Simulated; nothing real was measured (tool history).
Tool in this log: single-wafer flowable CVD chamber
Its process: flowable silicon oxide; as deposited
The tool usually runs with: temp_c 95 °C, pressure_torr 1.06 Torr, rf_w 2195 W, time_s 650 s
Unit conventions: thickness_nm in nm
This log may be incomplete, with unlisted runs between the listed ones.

run,hour,temp_c,pressure_torr,rf_w,time_s,wafers since the last listed run,hours since the last thermocouple change,hours since the last RF generator calibration,hours since the last manometer calibration,hours since the showerhead was replaced,hours since the gauge calibration,"read-back reference wafer on the same gauge, thickness_nm",thickness_nm
1,0.0,95,1.06,2195,650,0,31.1,775.1,1436.8,3242.3,1381.7,675.118,722.299
2,173.3,95,1.06,2195,650,540,204.4,948.4,1610.1,3415.6,1555.0,675.532,708.921
3,233.7,95,1.06,2195,650,188,264.8,1008.8,1670.5,3476.0,1615.4,676.084,712.492
4,282.1,95,1.06,2600,650,150,313.2,1057.2,1718.9,3524.4,1663.8,674.868,720.561
5,309.1,95,1.06,2195,650,84,340.2,1084.2,1745.9,3551.4,1690.8,674.450,707.161
6,364.8,95,1.06,2195,650,173,395.9,1139.9,1801.6,3607.1,1746.5,675.765,695.754
7,402.1,95,1.06,2195,554,116,433.2,1177.2,1838.9,3644.4,1783.8,675.064,597.002
8,472.8,95,1.13,1795,569,220,503.9,1247.9,1909.6,3715.1,1854.5,675.513,625.868
# hour 504.5: capacitance manometer re-zeroed and calibrated
9,523.9,95,1.06,2495,650,134,555.0,1299.0,19.4,3766.2,1905.6,675.357,703.495
10,558.4,110,1.06,2195,732,107,589.5,1333.5,53.9,3800.7,1940.1,675.169,513.248
# hour 593.4: gauge calibrated
11,596.4,95,1.06,2600,650,118,627.5,1371.5,91.9,3838.7,3.0,675.442,710.489
# hour 625.0: RF generator calibrated
12,641.0,87,1.06,2195,564,114,672.1,16.0,136.5,3883.3,47.6,675.244,762.905
13,708.6,95,0.92,2470,650,210,739.7,83.6,204.1,3950.9,115.2,675.337,614.254
14,737.1,85,0.94,2060,758,88,768.2,112.1,232.6,3979.4,143.7,674.477,929.236
15,808.5,95,1.06,2195,650,222,839.6,183.5,304.0,4050.8,215.1,674.464,696.303
16,876.6,95,1.06,2195,650,212,907.7,251.6,372.1,4118.9,283.2,675.068,690.326
# hour 906.7: showerhead replaced
17,932.8,103,1.06,2195,687,150,963.9,307.8,428.3,26.1,339.4,675.104,584.392
18,978.1,90,1.14,2195,529,141,1009.2,353.1,473.6,71.4,384.7,674.838,700.268
19,1104.7,95,1.06,2465,650,394,1135.8,479.7,600.2,198.0,511.3,674.737,698.002
20,1162.2,108,1.19,1975,532,179,1193.3,537.2,657.7,255.5,568.8,674.522,424.745
21,1195.0,87,1.23,1810,650,102,1226.1,570.0,690.5,288.3,601.6,673.789,969.501
# hour 1229.1: thermocouple changed; heater temperature recalibrated
22,1242.5,95,1.06,2195,650,123,13.4,617.5,738.0,335.8,649.1,674.720,725.529
23,1312.5,90,0.88,2195,726,218,83.4,687.5,808.0,405.8,719.1,675.257,763.042
24,1411.1,88,1.06,2195,650,307,182.0,786.1,906.6,504.4,817.7,675.382,866.753
25,1463.6,95,0.83,2195,650,163,234.5,838.6,959.1,556.9,870.2,673.789,543.547
26,1502.0,95,1.06,2445,552,119,272.9,877.0,997.5,595.3,908.6,675.103,606.285
27,1536.3,95,1.27,1855,650,106,307.2,911.3,1031.8,629.6,942.9,675.221,814.982

What if the next run were any one of these 5? Each begins from the tool's condition after run 27:
A,1536.9,95,1.06,2620,650,1,307.8,911.9,1032.4,630.2,943.5,?,?
B,1536.9,95,1.14,2395,700,1,307.8,911.9,1032.4,630.2,943.5,?,?
C,1536.9,80,1.06,2195,696,1,307.8,911.9,1032.4,630.2,943.5,?,?
D,1536.9,110,1.06,1885,650,1,307.8,911.9,1032.4,630.2,943.5,?,?
E,1536.9,95,1.25,2405,608,1,307.8,911.9,1032.4,630.2,943.5,?,?

run,"read-back reference wafer on the same gauge, thickness_nm",thickness_nm
A,675.021,717.306
B,675.021,820.539
C,675.021,1136.377
D,675.021,441.249
E,675.021,781.571
With no hidden state in the tool, these same runs would have given:
run,thickness_nm
A,735.402
B,841.239
C,1162.693
D,452.247
E,801.288
